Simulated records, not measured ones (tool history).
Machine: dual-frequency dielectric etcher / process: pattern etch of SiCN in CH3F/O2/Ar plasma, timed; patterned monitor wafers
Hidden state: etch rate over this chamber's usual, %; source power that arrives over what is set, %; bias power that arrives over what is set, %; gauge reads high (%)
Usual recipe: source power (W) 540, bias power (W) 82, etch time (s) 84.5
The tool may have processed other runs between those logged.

run   hour  source power (W)  bias power (W)  etch time (s)  wafers since the last listed run  hours since the last wet clean  hours since the last source power generator calibration  hours since the last bias power generator calibration  hours since the last upper electrode change  hours since the gauge calibration  read-back reference wafer on the same gauge, depth_nm  mean etch depth across the wafer (Å)
  1    0.0               540              82           84.5                                 0                           143.7                                                   3309.7                                                 2938.1                                       5453.5                              464.1                                                  51.12                                 437.0
  2   21.2               540              82           84.5                               195                           164.9                                                   3330.9                                                 2959.3                                       5474.7                              485.3                                                  51.07                                 434.0
  3   46.2               540              82           84.5                               230                           189.9                                                   3355.9                                                 2984.3                                       5499.7                              510.3                                                  51.11                                 432.2
  4   74.5               540              82          102.0                               260                           218.2                                                   3384.2                                                 3012.6                                       5528.0                              538.6                                                  51.11                                 527.9
  5  108.5               540              95           84.5                               313                           252.2                                                   3418.2                                                 3046.6                                       5562.0                              572.6                                                  51.06                                 475.4
  6  123.1               540              82           84.5                               134                           266.8                                                   3432.8                                                 3061.2                                       5576.6                              587.2                                                  51.10                                 434.7
     149.4  -- gauge calibrated
     196.6  -- upper electrode replaced
  7  199.4               540              82           84.5                               482                           343.1                                                   3509.1                                                 3137.5                                          2.8                               50.0                                                  51.07                                 435.3
  8  219.1               540              82           84.5                               181                           362.8                                                   3528.8                                                 3157.2                                         22.5                               69.7                                                  51.07                                 434.0
  9  241.6               540              82           84.5                               207                           385.3                                                   3551.3                                                 3179.7                                         45.0                               92.2                                                  51.06                                 431.6
 10  262.7               540              82           84.5                               194                           406.4                                                   3572.4                                                 3200.8                                         66.1                              113.3                                                  51.13                                 436.7
 11  296.2               470              97           91.5                               308                           439.9                                                   3605.9                                                 3234.3                                         99.6                              146.8                                                  51.14                                 495.2
 12  330.8               540              69           84.5                               319                           474.5                                                   3640.5                                                 3268.9                                        134.2                              181.4                                                  51.11                                 394.8
     341.8  -- source power generator calibrated
     380.8  -- bias power generator calibrated
     383.2  -- wet clean of the chamber
 13  383.7               540              97          100.0                               391                             0.5                                                     41.9                                                    2.9                                        187.1                              234.3                                                  51.09                                 567.7
 14  389.1               500              95           59.5                                49                             5.9                                                     47.3                                                    8.3                                        192.5                              239.7                                                  51.04                                 324.6
 15  410.0               540              82           84.5                               192                            26.8                                                     68.2                                                   29.2                                        213.4                              260.6                                                  51.07                                 435.0
 16  429.9               480              82           96.5                               183                            46.7                                                     88.1                                                   49.1                                        233.3                              280.5                                                  51.13                                 477.6
 17  461.8               540              69           84.5                               294                            78.6                                                    120.0                                                   81.0                                        265.2                              312.4                                                  51.06                                 393.9
 18  476.5               540              98           84.5                               135                            93.3                                                    134.7                                                   95.7                                        279.9                              327.1                                                  51.12                                 476.9
 19  489.7               540              82           95.5                               121                           106.5                                                    147.9                                                  108.9                                        293.1                              340.3                                                  51.12                                 489.9

Here are 4 independent what-if runs from the current tool condition. What would each one return?
  A  490.1               540              82           84.5                                 3                           106.9                                                    148.3                                                  109.3                                        293.5                              340.7                                                      ?                                     ?
  B  490.1               400              68           84.5                                 3                           106.9                                                    148.3                                                  109.3                                        293.5                              340.7                                                      ?                                     ?
  C  490.1               410              66          104.0                                 3                           106.9                                                    148.3                                                  109.3                                        293.5                              340.7                                                      ?                                     ?
  D  490.1               440              64          100.5                                 3                           106.9                                                    148.3                                                  109.3                                        293.5                              340.7                                                      ?                                     ?

run  read-back reference wafer on the same gauge, depth_nm  mean etch depth across the wafer (Å)
  A                                                  51.07                                 433.1
  B                                                  51.07                                 349.7
  C                                                  51.07                                 426.1
  D                                                  51.07                                 413.9
Had the tool no hidden state, the same runs would have come out as:
run  mean etch depth across the wafer (Å)
  A                                 433.1
  B                                 349.7
  C                                 426.1
  D                                 413.9

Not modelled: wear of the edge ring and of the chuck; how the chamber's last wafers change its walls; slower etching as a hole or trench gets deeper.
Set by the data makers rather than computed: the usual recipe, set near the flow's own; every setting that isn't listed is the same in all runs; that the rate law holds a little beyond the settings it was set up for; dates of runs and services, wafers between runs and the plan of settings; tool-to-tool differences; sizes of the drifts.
